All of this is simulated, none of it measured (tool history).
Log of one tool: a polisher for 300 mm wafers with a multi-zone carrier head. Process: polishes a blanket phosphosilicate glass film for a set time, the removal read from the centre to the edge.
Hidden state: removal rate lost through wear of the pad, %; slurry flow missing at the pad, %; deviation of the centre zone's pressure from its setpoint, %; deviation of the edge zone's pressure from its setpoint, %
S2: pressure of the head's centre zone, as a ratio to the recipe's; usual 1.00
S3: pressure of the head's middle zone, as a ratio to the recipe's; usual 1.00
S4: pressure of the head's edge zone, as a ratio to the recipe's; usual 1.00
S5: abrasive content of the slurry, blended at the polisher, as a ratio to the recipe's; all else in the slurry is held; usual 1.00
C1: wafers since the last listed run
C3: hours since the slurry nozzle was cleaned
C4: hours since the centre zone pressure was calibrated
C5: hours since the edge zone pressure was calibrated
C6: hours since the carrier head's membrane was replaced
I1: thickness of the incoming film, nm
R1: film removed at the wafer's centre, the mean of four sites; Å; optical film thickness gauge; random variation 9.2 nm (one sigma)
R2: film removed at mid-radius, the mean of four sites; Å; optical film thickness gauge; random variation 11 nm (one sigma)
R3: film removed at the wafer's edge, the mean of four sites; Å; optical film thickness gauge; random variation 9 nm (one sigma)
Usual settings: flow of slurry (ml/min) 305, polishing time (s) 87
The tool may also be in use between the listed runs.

Run 1, hour 0.0: usual settings but S3 1.08; C1 0; wafers polished on this pad 845; C3 622.5; C4 372.4; C5 833.5; C6 1793.7; I1 3437.3. Result: R1 7310 Å, R2 8050 Å, R3 7551 Å.
Run 2, hour 20.0: usual settings but S3 1.08; C1 132; wafers polished on this pad 978; C3 642.5; C4 392.4; C5 853.5; C6 1813.7; I1 3388.6. Result: R1 7507 Å, R2 7946 Å, R3 7464 Å.
Run 3, hour 46.7: usual settings but S5 1.15, polishing time (s) 61; C1 176; wafers polished on this pad 1154; C3 669.2; C4 419.1; C5 880.2; C6 1840.4; I1 3400.1. Result: R1 5402 Å, R2 5632 Å, R3 5591 Å.
At hour 54.9: carrier head's membrane replaced by a new one.
Run 4, hour 75.2: usual settings but S2 1.08, polishing time (s) 74; C1 155; wafers polished on this pad 1310; C3 697.7; C4 447.6; C5 908.7; C6 20.3; I1 3461.7. Result: R1 6780 Å, R2 6409 Å, R3 6409 Å.
At hour 81.0: slurry nozzle cleaned.
At hour 84.9: worn pad replaced by a new one.
Run 5, hour 95.4: usual settings but S3 1.09, S4 0.92; C1 100; wafers polished on this pad 69; C3 14.4; C4 467.8; C5 928.9; C6 40.5; I1 3380.5. Result: R1 7879 Å, R2 8910 Å, R3 7862 Å.
Run 6, hour 115.7: usual settings but flow of slurry (ml/min) 405, S2 0.92, S5 1.15; C1 134; wafers polished on this pad 203; C3 34.7; C4 488.1; C5 949.2; C6 60.8; I1 3380.6. Result: R1 7909 Å, R2 8780 Å, R3 8518 Å.
Run 7, hour 149.7: usual settings but polishing time (s) 75; C1 225; wafers polished on this pad 429; C3 68.7; C4 522.1; C5 983.2; C6 94.8; I1 3413.8. Result: R1 6689 Å, R2 6723 Å, R3 6627 Å.
Run 8, hour 165.1: usual settings; C1 101; wafers polished on this pad 530; C3 84.1; C4 537.5; C5 998.6; C6 110.2; I1 3347.7. Result: R1 7504 Å, R2 7590 Å, R3 7629 Å.
Run 9, hour 198.2: usual settings but flow of slurry (ml/min) 215, S2 1.08, S5 1.15, polishing time (s) 100; C1 219; wafers polished on this pad 750; C3 117.2; C4 570.6; C5 1031.7; C6 143.3; I1 3392.0. Result: R1 9584 Å, R2 8962 Å, R3 8997 Å.
Run 10, hour 225.1: usual settings; C1 178; wafers polished on this pad 928; C3 144.1; C4 597.5; C5 1058.6; C6 170.2; I1 3405.3. Result: R1 7299 Å, R2 7514 Å, R3 7373 Å.
Run 11, hour 248.8: usual settings; C1 156; wafers polished on this pad 1085; C3 167.8; C4 621.2; C5 1082.3; C6 193.9; I1 3404.5. Result: R1 7472 Å, R2 7635 Å, R3 7410 Å.
Run 12, hour 262.3: usual settings but S4 1.11; C1 89; wafers polished on this pad 1174; C3 181.3; C4 634.7; C5 1095.8; C6 207.4; I1 3399.1. Result: R1 7303 Å, R2 7625 Å, R3 7964 Å.
Run 13, hour 278.0: usual settings but S3 1.03; C1 103; wafers polished on this pad 1278; C3 197.0; C4 650.4; C5 1111.5; C6 223.1; I1 3447.4. Result: R1 7279 Å, R2 7704 Å, R3 7434 Å.
At hour 301.7: worn pad replaced by a new one.
At hour 308.3: centre zone pressure recalibrated.
Run 14, hour 310.6: usual settings but flow of slurry (ml/min) 370, S3 0.92; C1 176; wafers polished on this pad 45; C3 229.6; C4 2.3; C5 1144.1; C6 255.7; I1 3333.7. Result: R1 8148 Å, R2 7716 Å, R3 8316 Å.
At hour 322.8: edge zone pressure recalibrated.
Run 15, hour 326.8: usual settings but S3 0.88; C1 94; wafers polished on this pad 139; C3 245.8; C4 18.5; C5 4.0; C6 271.9; I1 3415.6. Result: R1 7897 Å, R2 7110 Å, R3 8088 Å.
Run 16, hour 348.3: usual settings but flow of slurry (ml/min) 370, S2 1.10, S3 1.06, S4 0.95; C1 142; wafers polished on this pad 281; C3 267.3; C4 40.0; C5 25.5; C6 293.4; I1 3370.3. Result: R1 8680 Å, R2 8315 Å, R3 7943 Å.
Run 17, hour 367.0: usual settings but S4 0.94, polishing time (s) 79; C1 123; wafers polished on this pad 405; C3 286.0; C4 58.7; C5 44.2; C6 312.1; I1 3364.1. Result: R1 7003 Å, R2 7218 Å, R3 6839 Å.
Run 18, hour 402.5: usual settings but S2 1.08, S4 1.04, polishing time (s) 71; C1 235; wafers polished on this pad 640; C3 321.5; C4 94.2; C5 79.7; C6 347.6; I1 3406.4. Result: R1 6640 Å, R2 6334 Å, R3 6404 Å.
Run 19, hour 435.3: usual settings; C1 217; wafers polished on this pad 858; C3 354.3; C4 127.0; C5 112.5; C6 380.4; I1 3430.4. Result: R1 7362 Å, R2 7783 Å, R3 7645 Å.
At hour 472.7: worn pad replaced by a new one.
Run 20, hour 473.2: usual settings; C1 224; wafers polished on this pad 3; C3 392.2; C4 164.9; C5 150.4; C6 418.3; I1 3397.7. Result: R1 8108 Å, R2 8514 Å, R3 8587 Å.
Run 21, hour 496.4: usual settings but S3 1.10; C1 153; wafers polished on this pad 156; C3 415.4; C4 188.1; C5 173.6; C6 441.5; I1 3360.1. Result: R1 7903 Å, R2 8725 Å, R3 8121 Å.
Run 22, hour 590.4: usual settings but S2 1.06; C1 622; wafers polished on this pad 779; C3 509.4; C4 282.1; C5 267.6; C6 535.5; I1 3422.0. Result: R1 7906 Å, R2 7761 Å, R3 7712 Å.

The same runs without the tool's hidden state, with the same run-to-run variation:
run     R1    R2     R3
  1   8138  8961   8406
  2   8394  8886   8346
  3   6066  6325   6279
  4   7636  7218   7219
  5   8113  9175   8096
  6   8360  9280   9003
  7   7284  7321   7216
  8   8247  8343   8385
  9  10682  9990  10028
 10   8195  8437   8278
 11   8425  8609   8356
 12   8250  8614   8997
 13   8237  8718   8413
 14   8313  7872   8484
 15   8235  7413   8434
 16   9254  8865   8468
 17   7574  7806   7396
 18   7314  6977   7054
 19   8192  8661   8507
 20   8145  8553   8626
 21   8209  9063   8436
 22   8739  8578   8525
